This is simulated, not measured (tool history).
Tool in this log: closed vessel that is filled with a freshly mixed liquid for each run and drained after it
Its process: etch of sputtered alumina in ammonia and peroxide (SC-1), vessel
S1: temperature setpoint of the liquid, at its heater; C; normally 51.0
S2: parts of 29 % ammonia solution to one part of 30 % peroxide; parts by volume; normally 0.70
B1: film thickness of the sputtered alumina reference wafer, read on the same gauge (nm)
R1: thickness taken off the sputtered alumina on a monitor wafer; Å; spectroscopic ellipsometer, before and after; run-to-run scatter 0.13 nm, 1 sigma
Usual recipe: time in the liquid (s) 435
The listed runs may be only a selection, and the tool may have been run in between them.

{"run": 1, "day": 0.0, "S1": 51.0, "S2": 0.7, "time in the liquid (s)": 435, "B1": 110.02, "R1": 197.3}
{"run": 2, "day": 1.983, "S1": 51.0, "S2": 0.7, "time in the liquid (s)": 435, "B1": 109.99, "R1": 197.7}
{"run": 3, "day": 4.279, "S1": 43.5, "S2": 0.7, "time in the liquid (s)": 305, "B1": 110.0, "R1": 91.3}
{"run": 4, "day": 6.1, "S1": 54.5, "S2": 0.5, "time in the liquid (s)": 335, "B1": 109.98, "R1": 178.9}
{"run": 5, "day": 7.879, "S1": 51.0, "S2": 0.5, "time in the liquid (s)": 625, "B1": 110.01, "R1": 275.3}
{"run": 6, "day": 10.271, "S1": 51.0, "S2": 0.7, "time in the liquid (s)": 340, "B1": 110.02, "R1": 155.4}
{"run": 7, "day": 12.821, "S1": 47.0, "S2": 0.7, "time in the liquid (s)": 435, "B1": 110.0, "R1": 159.4}
{"run": 8, "day": 15.675, "S1": 48.0, "S2": 0.4, "time in the liquid (s)": 355, "B1": 109.97, "R1": 132.3}
{"run": 9, "day": 16.704, "S1": 51.0, "S2": 0.7, "time in the liquid (s)": 435, "B1": 110.0, "R1": 198.6}
{"run": 10, "day": 19.525, "S1": 51.0, "S2": 0.7, "time in the liquid (s)": 435, "B1": 110.02, "R1": 200.9}
{"run": 11, "day": 22.121, "S1": 51.0, "S2": 0.7, "time in the liquid (s)": 435, "B1": 110.02, "R1": 198.8}
{"run": 12, "day": 25.162, "S1": 51.0, "S2": 0.7, "time in the liquid (s)": 435, "B1": 109.99, "R1": 198.6}
{"run": 13, "day": 26.442, "S1": 53.5, "S2": 0.9, "time in the liquid (s)": 570, "B1": 109.99, "R1": 306.2}
{"run": 14, "day": 28.267, "S1": 51.0, "S2": 0.7, "time in the liquid (s)": 435, "B1": 110.03, "R1": 200.3}
{"run": 15, "day": 30.862, "S1": 41.5, "S2": 0.6, "time in the liquid (s)": 545, "B1": 110.01, "R1": 144.0}
{"run": 16, "day": 32.367, "S1": 41.5, "S2": 0.7, "time in the liquid (s)": 295, "B1": 110.02, "R1": 80.2}
{"run": 17, "day": 33.633, "S1": 53.5, "S2": 0.9, "time in the liquid (s)": 570, "B1": 109.97, "R1": 310.7}
{"run": 18, "day": 35.133, "S1": 51.0, "S2": 0.7, "time in the liquid (s)": 435, "B1": 109.98, "R1": 201.0}
{"run": 19, "day": 37.588, "S1": 53.5, "S2": 0.35, "time in the liquid (s)": 675, "B1": 109.99, "R1": 333.9}
{"run": 20, "day": 39.338, "S1": 51.0, "S2": 0.7, "time in the liquid (s)": 435, "B1": 109.98, "R1": 200.8}
{"run": 21, "day": 40.921, "S1": 61.0, "S2": 0.45, "time in the liquid (s)": 545, "B1": 110.0, "R1": 411.6}
{"run": 22, "day": 43.171, "S1": 53.5, "S2": 0.85, "time in the liquid (s)": 335, "B1": 110.01, "R1": 180.9}
{"run": 23, "day": 44.6, "S1": 54.5, "S2": 0.5, "time in the liquid (s)": 335, "B1": 110.0, "R1": 180.0}
{"run": 24, "day": 47.346, "S1": 51.0, "S2": 0.7, "time in the liquid (s)": 435, "B1": 110.03, "R1": 202.2}
{"run": 25, "day": 48.675, "S1": 56.5, "S2": 0.7, "time in the liquid (s)": 680, "B1": 110.0, "R1": 422.9}
{"run": 26, "day": 50.338, "S1": 54.0, "S2": 0.7, "time in the liquid (s)": 635, "B1": 109.97, "R1": 346.6}
{"run": 27, "day": 52.05, "S1": 41.0, "S2": 0.95, "time in the liquid (s)": 435, "B1": 109.99, "R1": 118.5}

Removed from this log: 3 entries logged between the listed runs. Between which two listed runs does each belong, and how does the tool's hidden state at the listed run before it compare with that at the listed run after it?
Run 3 -> run 4: gauge calibrated (day 5.671)
  liquid hotter than its thermometer reads (K): 0.161 -> 0.18
  measured less the result without the state, R1: +0.8 -> +1.7 Å
Run 9 -> run 10: ammonia flow meter replaced (day 16.821)
  liquid hotter than its thermometer reads (K): 0.287 -> 0.315
  measured less the result without the state, R1: +3.1 -> +3.5 Å
Run 10 -> run 11: new drum of ammonia solution connected (day 22.100)
  liquid hotter than its thermometer reads (K): 0.315 -> 0.341
  measured less the result without the state, R1: +3.5 -> +3.6 Å

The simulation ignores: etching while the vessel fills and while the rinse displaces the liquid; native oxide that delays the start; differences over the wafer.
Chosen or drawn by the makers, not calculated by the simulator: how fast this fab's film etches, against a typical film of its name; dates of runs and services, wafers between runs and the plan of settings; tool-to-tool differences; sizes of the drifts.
